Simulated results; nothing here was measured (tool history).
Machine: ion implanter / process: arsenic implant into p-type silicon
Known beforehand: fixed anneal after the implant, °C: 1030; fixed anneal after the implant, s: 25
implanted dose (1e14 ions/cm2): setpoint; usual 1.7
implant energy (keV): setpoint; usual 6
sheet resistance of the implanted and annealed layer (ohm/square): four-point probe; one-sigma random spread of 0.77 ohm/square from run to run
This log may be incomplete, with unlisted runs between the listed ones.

run,hour,implanted dose (1e14 ions/cm2),implant energy (keV),"read-back reference wafer on the same gauge, sheet resistance",sheet resistance of the implanted and annealed layer (ohm/square)
1,0,1.7,6,433.88,493.52
2,15.5,1.7,6,434,494.07
3,32.6,1.7,6,434.02,493.13
4,45.1,1.7,6,434.04,493.8
5,56.4,1.7,6,433.97,494.29
6,67.3,1.7,6,434,493.84
# hour 67.3: gauge calibrated
7,77.5,1.7,6,434.05,493.44
8,92.6,1.49,7,434.02,543.57
9,103.2,1.52,7.5,434.03,532.11
# hour 114.7: Faraday cup replaced and dose calibrated
10,115.2,1.9,7,433.97,465.59
11,122,1.25,7.5,434.04,641.7
# hour 145.9: extraction supply calibrated
12,158.1,1.44,7,433.98,578.13
13,171.8,1.55,7.5,433.96,541.56
14,188.7,1.7,6,434.04,509.76

Here are 4 independent what-if runs from the current tool condition. What would each one return?
A,189.1,1.7,8,?,?
B,189.1,1.43,4.5,?,?
C,189.1,1.55,7,?,?
D,189.1,1.46,7,?,?

run,"read-back reference wafer on the same gauge, sheet resistance",sheet resistance of the implanted and annealed layer (ohm/square)
A,434.18,499.47
B,434.18,598.94
C,434.18,543.32
D,434.18,569.73
What these runs would have given with no unlogged condition in the tool:
run,sheet resistance of the implanted and annealed layer (ohm/square)
A,502.14
B,602.22
C,546.23
D,572.77
